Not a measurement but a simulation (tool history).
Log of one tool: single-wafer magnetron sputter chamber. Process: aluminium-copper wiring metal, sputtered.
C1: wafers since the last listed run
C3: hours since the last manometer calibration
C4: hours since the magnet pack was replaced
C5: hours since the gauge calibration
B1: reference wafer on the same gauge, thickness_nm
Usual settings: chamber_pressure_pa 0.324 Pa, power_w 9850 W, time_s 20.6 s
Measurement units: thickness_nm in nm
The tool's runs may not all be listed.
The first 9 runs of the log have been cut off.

{"run": 10, "hour": 251.3, "chamber_pressure_pa": 0.324, "power_w": 9850, "time_s": 20.6, "C1": 256, "wafers on the sputter target": 506, "C3": 2663.1, "C4": 8034.9, "C5": 432.5, "B1": 385.008, "thickness_nm": 366.543}
{"run": 11, "hour": 286.1, "chamber_pressure_pa": 0.409, "power_w": 9850, "time_s": 20.6, "C1": 501, "wafers on the sputter target": 1007, "C3": 2697.9, "C4": 8069.7, "C5": 467.3, "B1": 384.611, "thickness_nm": 343.125}
{"run": 12, "hour": 311.8, "chamber_pressure_pa": 0.409, "power_w": 9850, "time_s": 20.6, "C1": 370, "wafers on the sputter target": 1377, "C3": 2723.6, "C4": 8095.4, "C5": 493.0, "B1": 384.821, "thickness_nm": 343.613}
{"run": 13, "hour": 343.4, "chamber_pressure_pa": 0.324, "power_w": 9850, "time_s": 20.6, "C1": 455, "wafers on the sputter target": 1832, "C3": 2755.2, "C4": 8127.0, "C5": 524.6, "B1": 384.793, "thickness_nm": 364.519}
{"run": 14, "hour": 379.1, "chamber_pressure_pa": 0.324, "power_w": 9850, "time_s": 20.6, "C1": 514, "wafers on the sputter target": 2346, "C3": 2790.9, "C4": 8162.7, "C5": 560.3, "B1": 385.379, "thickness_nm": 368.198}
{"run": 15, "hour": 411.6, "chamber_pressure_pa": 0.324, "power_w": 9850, "time_s": 20.6, "C1": 468, "wafers on the sputter target": 2814, "C3": 2823.4, "C4": 8195.2, "C5": 592.8, "B1": 384.798, "thickness_nm": 367.671}
{"run": 16, "hour": 444.4, "chamber_pressure_pa": 0.324, "power_w": 9850, "time_s": 20.6, "C1": 472, "wafers on the sputter target": 3287, "C3": 2856.2, "C4": 8228.0, "C5": 625.6, "B1": 384.668, "thickness_nm": 365.347}
{"run": 17, "hour": 476.4, "chamber_pressure_pa": 0.324, "power_w": 9850, "time_s": 20.6, "C1": 460, "wafers on the sputter target": 3748, "C3": 2888.2, "C4": 8260.0, "C5": 657.6, "B1": 385.268, "thickness_nm": 365.262}
{"hour": 506.1, "done": "sputter target and shields replaced"}
{"run": 18, "hour": 507.1, "chamber_pressure_pa": 0.36, "power_w": 8550, "time_s": 23.9, "C1": 326, "wafers on the sputter target": 14, "C3": 2918.9, "C4": 8290.7, "C5": 688.3, "B1": 384.922, "thickness_nm": 374.413}
{"run": 19, "hour": 604.4, "chamber_pressure_pa": 0.377, "power_w": 9850, "time_s": 24.5, "C1": 1401, "wafers on the sputter target": 1415, "C3": 3016.2, "C4": 8388.0, "C5": 785.6, "B1": 385.118, "thickness_nm": 417.616}
{"hour": 620.2, "done": "capacitance manometer re-zeroed and calibrated"}
{"run": 20, "hour": 636.0, "chamber_pressure_pa": 0.324, "power_w": 9850, "time_s": 20.6, "C1": 339, "wafers on the sputter target": 1755, "C3": 15.8, "C4": 8419.6, "C5": 817.2, "B1": 385.37, "thickness_nm": 361.142}
{"hour": 660.4, "done": "magnet pack replaced"}
{"run": 21, "hour": 668.2, "chamber_pressure_pa": 0.374, "power_w": 11700, "time_s": 23.4, "C1": 348, "wafers on the sputter target": 2104, "C3": 48.0, "C4": 7.8, "C5": 849.4, "B1": 385.157, "thickness_nm": 447.608}
{"hour": 690.4, "done": "gauge calibrated"}
{"run": 22, "hour": 692.9, "chamber_pressure_pa": 0.234, "power_w": 11750, "time_s": 17.5, "C1": 355, "wafers on the sputter target": 2459, "C3": 72.7, "C4": 32.5, "C5": 2.5, "B1": 384.945, "thickness_nm": 370.144}
{"run": 23, "hour": 715.0, "chamber_pressure_pa": 0.225, "power_w": 11800, "time_s": 20.6, "C1": 318, "wafers on the sputter target": 2778, "C3": 94.8, "C4": 54.6, "C5": 24.6, "B1": 385.06, "thickness_nm": 442.656}
{"run": 24, "hour": 736.4, "chamber_pressure_pa": 0.324, "power_w": 9850, "time_s": 20.6, "C1": 308, "wafers on the sputter target": 3086, "C3": 116.2, "C4": 76.0, "C5": 46.0, "B1": 385.051, "thickness_nm": 366.381}
{"run": 25, "hour": 764.3, "chamber_pressure_pa": 0.324, "power_w": 9850, "time_s": 23.1, "C1": 401, "wafers on the sputter target": 3488, "C3": 144.1, "C4": 103.9, "C5": 73.9, "B1": 385.377, "thickness_nm": 414.749}
{"run": 26, "hour": 784.1, "chamber_pressure_pa": 0.226, "power_w": 9850, "time_s": 20.6, "C1": 285, "wafers on the sputter target": 3773, "C3": 163.9, "C4": 123.7, "C5": 93.7, "B1": 385.339, "thickness_nm": 392.903}
{"hour": 798.3, "done": "sputter target and shields replaced"}
{"run": 27, "hour": 805.7, "chamber_pressure_pa": 0.324, "power_w": 11050, "time_s": 18.1, "C1": 195, "wafers on the sputter target": 105, "C3": 185.5, "C4": 145.3, "C5": 115.3, "B1": 385.098, "thickness_nm": 344.891}
{"run": 28, "hour": 830.7, "chamber_pressure_pa": 0.324, "power_w": 9850, "time_s": 20.6, "C1": 360, "wafers on the sputter target": 465, "C3": 210.5, "C4": 170.3, "C5": 140.3, "B1": 385.157, "thickness_nm": 366.258}
{"run": 29, "hour": 863.1, "chamber_pressure_pa": 0.433, "power_w": 9850, "time_s": 16.9, "C1": 466, "wafers on the sputter target": 932, "C3": 242.9, "C4": 202.7, "C5": 172.7, "B1": 385.018, "thickness_nm": 279.772}
{"run": 30, "hour": 880.5, "chamber_pressure_pa": 0.413, "power_w": 9850, "time_s": 18.0, "C1": 250, "wafers on the sputter target": 1183, "C3": 260.3, "C4": 220.1, "C5": 190.1, "B1": 385.211, "thickness_nm": 300.377}
{"run": 31, "hour": 898.2, "chamber_pressure_pa": 0.291, "power_w": 8650, "time_s": 16.5, "C1": 254, "wafers on the sputter target": 1438, "C3": 278.0, "C4": 237.8, "C5": 207.8, "B1": 385.232, "thickness_nm": 276.143}

What will run 32 give?
{"run": 32, "hour": 914.2, "chamber_pressure_pa": 0.243, "power_w": 9850, "time_s": 16.7, "C1": 230, "wafers on the sputter target": 1668, "C3": 294.0, "C4": 253.8, "C5": 223.8, "B1": "?", "thickness_nm": "?"}

For run 32 the tool returned B1 384.934, thickness_nm 312.873 nm.
With the hidden condition absent and the run-to-run variation left alone, this run would have shown thickness_nm 312.873 nm.
